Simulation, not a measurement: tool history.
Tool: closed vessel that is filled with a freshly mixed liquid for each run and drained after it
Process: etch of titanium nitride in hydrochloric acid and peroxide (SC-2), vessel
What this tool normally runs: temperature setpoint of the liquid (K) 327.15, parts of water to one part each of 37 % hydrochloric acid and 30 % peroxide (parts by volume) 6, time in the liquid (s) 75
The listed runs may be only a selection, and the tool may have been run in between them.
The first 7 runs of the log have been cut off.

run    hour  temperature setpoint of the liquid (K)  parts of water to one part each of 37 % hydrochloric acid and 30 % peroxide (parts by volume)  time in the liquid (s)  read-back film thickness of the titanium nitride reference wafer, read on the same gauge (nm)  thickness taken off the titanium nitride on a monitor wafer (nm)
  8   604.4                                  327.15                                                                                              6                     110                                                                                        149.998                                                             7.087
  9   663.2                                  322.65                                                                                              6                     110                                                                                        150.019                                                             5.208
 10   727.1                                  327.15                                                                                            4.5                      75                                                                                        149.981                                                             6.017
 11   806.7                                  320.15                                                                                              6                      50                                                                                        149.997                                                             2.006
 12   971.2                                  327.15                                                                                              6                      75                                                                                        149.993                                                             4.864
     1077.4  -- new drum of peroxide connected
 13  1248.6                                  321.15                                                                                              4                      35                                                                                        150.003                                                             2.135
 14  1288.6                                  327.15                                                                                              6                      40                                                                                        150.027                                                             2.691
 15  1373.3                                  327.15                                                                                              6                      75                                                                                        150.024                                                             5.032
 16    1474                                  327.15                                                                                              6                      75                                                                                        149.984                                                             5.081
 17  1523.3                                  323.15                                                                                              4                      75                                                                                        150.023                                                             5.225
 18  1622.5                                  327.15                                                                                              6                      75                                                                                         149.96                                                             5.076
 19  1684.5                                  327.15                                                                                              6                      75                                                                                        149.961                                                             5.118
 20  1790.9                                  327.15                                                                                            7.5                      65                                                                                        149.978                                                             3.813
 21  1833.5                                  324.15                                                                                              6                      40                                                                                        149.977                                                             2.281

Run 22, settings as shown, results not yet in. Your forecast:
       1839  -- chemicals flow meter replaced
     1864.4  -- thermometer replaced
     1883.5  -- new drum of peroxide connected
 22  1929.2                                  327.15                                                                                              6                      75                                                                                              ?                                                                 ?

read-back film thickness of the titanium nitride reference wafer, read on the same gauge (nm): 149.99
thickness taken off the titanium nitride on a monitor wafer (nm): 4.886
On a tool with no hidden condition, and with the same random variation, this run would have come out at thickness taken off the titanium nitride on a monitor wafer (nm) 4.842.

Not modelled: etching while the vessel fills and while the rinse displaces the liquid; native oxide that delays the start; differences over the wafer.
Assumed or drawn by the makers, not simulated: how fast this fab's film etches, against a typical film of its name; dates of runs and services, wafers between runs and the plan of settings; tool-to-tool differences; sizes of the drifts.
